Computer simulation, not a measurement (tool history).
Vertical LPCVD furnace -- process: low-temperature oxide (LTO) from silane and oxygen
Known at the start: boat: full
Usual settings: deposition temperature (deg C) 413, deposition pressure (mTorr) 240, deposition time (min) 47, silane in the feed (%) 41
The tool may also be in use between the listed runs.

| run | hour | deposition temperature (deg C) | deposition pressure (mTorr) | deposition time (min) | silane in the feed (%) | wafers since the last listed run | hours since the last temperature calibration | hours since the pressure gauge was zeroed | hours since the silane flow controller was replaced | hours since the gauge calibration | read-back reference wafer on the same gauge, thickness | film thickness on the monitor wafer in the middle of the boat (Å) |
|---|---|---|---|---|---|---|---|---|---|---|---|---|
| 1 | 0 | 413 | 240 | 47 | 41 | 0 | 4571.2 | 4448.4 | 7194.9 | 98.6 | 640.73 | 6477.3 |
| 2 | 20.4 | 413 | 240 | 47 | 41 | 207 | 4591.6 | 4468.8 | 7215.3 | 119 | 641.09 | 6471.8 |
| 3 | 34.3 | 413 | 240 | 47 | 41 | 141 | 4605.5 | 4482.7 | 7229.2 | 132.9 | 640.95 | 6476.9 |
| 4 | 48.9 | 413 | 240 | 47 | 41 | 148 | 4620.1 | 4497.3 | 7243.8 | 147.5 | 640.99 | 6478.8 |
| 5 | 65.4 | 413 | 205 | 47 | 41 | 167 | 4636.6 | 4513.8 | 7260.3 | 164 | 641.34 | 5600.6 |
| 6 | 81.6 | 413 | 270 | 47 | 41 | 164 | 4652.8 | 4530 | 7276.5 | 180.2 | 641.02 | 7266.8 |
| 7 | 91.3 | 413 | 270 | 47 | 41 | 98 | 4662.5 | 4539.7 | 7286.2 | 189.9 | 640.93 | 7267.7 |
|  | 120 | silane flow controller replaced |
| 8 | 120.5 | 413 | 270 | 47 | 41 | 52 | 4691.7 | 4568.9 | 0.5 | 219.1 | 640.84 | 7263.1 |
| 9 | 125.4 | 409 | 240 | 64 | 41 | 49 | 4696.6 | 4573.8 | 5.4 | 224 | 640.94 | 8490.4 |
| 10 | 131 | 422 | 280 | 29 | 33 | 56 | 4702.2 | 4579.4 | 11 | 229.6 | 641.02 | 3918.4 |
| 11 | 142.4 | 413 | 240 | 47 | 49 | 115 | 4713.6 | 4590.8 | 22.4 | 241 | 641.19 | 7699 |
| 12 | 157.6 | 405 | 270 | 47 | 41 | 154 | 4728.8 | 4606 | 37.6 | 256.2 | 641.11 | 6693.1 |
| 13 | 175 | 413 | 240 | 47 | 41 | 176 | 4746.2 | 4623.4 | 55 | 273.6 | 640.93 | 6491.1 |
| 14 | 184.7 | 413 | 240 | 52.5 | 44 | 98 | 4755.9 | 4633.1 | 64.7 | 283.3 | 641.12 | 7827.8 |
| 15 | 197.8 | 413 | 240 | 47 | 41 | 132 | 4769 | 4646.2 | 77.8 | 296.4 | 641.03 | 6508.5 |
|  | 223.4 | pressure gauge zeroed |
| 16 | 223.9 | 413 | 240 | 61.5 | 41 | 21 | 4795.1 | 0.5 | 103.9 | 322.5 | 640.92 | 8172.8 |
| 17 | 228.8 | 413 | 240 | 47 | 41 | 49 | 4800 | 5.4 | 108.8 | 327.4 | 640.93 | 6238.1 |
|  | 230.5 | gauge calibrated |
| 18 | 233.7 | 420 | 280 | 60.5 | 46 | 49 | 4804.9 | 10.3 | 113.7 | 3.2 | 641.33 | 11253 |
|  | 259.6 | thermocouples replaced and temperature profile calibrated |
| 19 | 260.1 | 413 | 215 | 47 | 41 | 24 | 0.5 | 36.7 | 140.1 | 29.6 | 640.97 | 5331.1 |
| 20 | 265 | 418 | 240 | 62.5 | 41 | 49 | 5.4 | 41.6 | 145 | 34.5 | 641.21 | 8348 |
| 21 | 270 | 413 | 260 | 33.5 | 44 | 50 | 10.4 | 46.6 | 150 | 39.5 | 640.79 | 4974.5 |
| 22 | 274.9 | 420 | 290 | 61 | 41 | 49 | 15.3 | 51.5 | 154.9 | 44.4 | 640.97 | 10056 |
| 23 | 291.2 | 402 | 240 | 34.5 | 39 | 165 | 31.6 | 67.8 | 171.2 | 60.7 | 640.4 | 3677.5 |
| 24 | 349.6 | 413 | 240 | 47 | 41 | 592 | 90 | 126.2 | 229.6 | 119.1 | 640.94 | 5989.4 |
| 25 | 363.1 | 413 | 240 | 47 | 37 | 137 | 103.5 | 139.7 | 243.1 | 132.6 | 640.9 | 5308.9 |
| 26 | 372.1 | 413 | 240 | 47 | 41 | 91 | 112.5 | 148.7 | 252.1 | 141.6 | 641.23 | 6002 |
| 27 | 386.8 | 425 | 240 | 47 | 37 | 149 | 127.2 | 163.4 | 266.8 | 156.3 | 641.17 | 6027.9 |
| 28 | 396.8 | 413 | 240 | 47 | 46 | 101 | 137.2 | 173.4 | 276.8 | 166.3 | 640.9 | 6758.6 |
| 29 | 416.2 | 413 | 240 | 47 | 49 | 196 | 156.6 | 192.8 | 296.2 | 185.7 | 641.14 | 7133.1 |
| 30 | 427.2 | 406 | 240 | 39 | 35 | 111 | 167.6 | 203.8 | 307.2 | 196.7 | 640.52 | 3814.7 |

For run 31, what comes out?
| 31 | 440.1 | 413 | 240 | 35 | 41 | 130 | 180.5 | 216.7 | 320.1 | 209.6 | ? | ? |

For run 31 the tool returned read-back reference wafer on the same gauge, thickness 640.8, film thickness on the monitor wafer in the middle of the boat (Å) 4471.2.
Had the tool carried no hidden state, the very same run would have given film thickness on the monitor wafer in the middle of the boat (Å) 4409.9.
